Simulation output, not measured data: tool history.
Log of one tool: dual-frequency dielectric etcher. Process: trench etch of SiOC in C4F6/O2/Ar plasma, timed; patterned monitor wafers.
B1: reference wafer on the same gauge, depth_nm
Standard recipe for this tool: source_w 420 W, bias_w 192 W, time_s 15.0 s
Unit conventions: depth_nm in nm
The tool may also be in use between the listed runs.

run 1 day=0.000 | source_w=370 bias_w=192 time_s=15.0 | B1=29.97 | depth_nm=26.86
run 2 day=0.421 | source_w=370 bias_w=192 time_s=15.0 | B1=29.98 | depth_nm=27.03
run 3 day=0.925 | source_w=370 bias_w=192 time_s=15.0 | B1=30.02 | depth_nm=27.14
run 4 day=3.062 | source_w=420 bias_w=192 time_s=15.0 | B1=29.98 | depth_nm=28.49
run 5 day=3.433 | source_w=420 bias_w=192 time_s=15.0 | B1=29.96 | depth_nm=28.58
run 6 day=4.158 | source_w=490 bias_w=174 time_s=15.0 | B1=29.96 | depth_nm=29.44
run 7 day=4.812 | source_w=490 bias_w=174 time_s=15.0 | B1=30.10 | depth_nm=29.71
-- day=5.471 source power generator calibrated
run 8 day=5.492 | source_w=420 bias_w=192 time_s=15.0 | B1=29.96 | depth_nm=28.87
run 9 day=6.121 | source_w=460 bias_w=192 time_s=16.0 | B1=30.10 | depth_nm=31.82
-- day=6.579 gauge calibrated
run 10 day=6.671 | source_w=420 bias_w=192 time_s=15.0 | B1=30.03 | depth_nm=29.37
run 11 day=7.396 | source_w=420 bias_w=192 time_s=12.5 | B1=30.09 | depth_nm=23.96
run 12 day=7.817 | source_w=420 bias_w=192 time_s=12.5 | B1=30.06 | depth_nm=24.21
run 13 day=8.300 | source_w=420 bias_w=192 time_s=12.5 | B1=29.98 | depth_nm=24.04

The next listed run, before its measurement:
-- day=9.500 upper electrode replaced
run 14 day=9.517 | source_w=500 bias_w=192 time_s=13.5 | B1=? | depth_nm=?

Run 14 gave B1 29.97, depth_nm 28.07 nm.
Take away the tool's hidden state, keep the run-to-run variation as it was, and the same run would have given depth_nm 26.94 nm.

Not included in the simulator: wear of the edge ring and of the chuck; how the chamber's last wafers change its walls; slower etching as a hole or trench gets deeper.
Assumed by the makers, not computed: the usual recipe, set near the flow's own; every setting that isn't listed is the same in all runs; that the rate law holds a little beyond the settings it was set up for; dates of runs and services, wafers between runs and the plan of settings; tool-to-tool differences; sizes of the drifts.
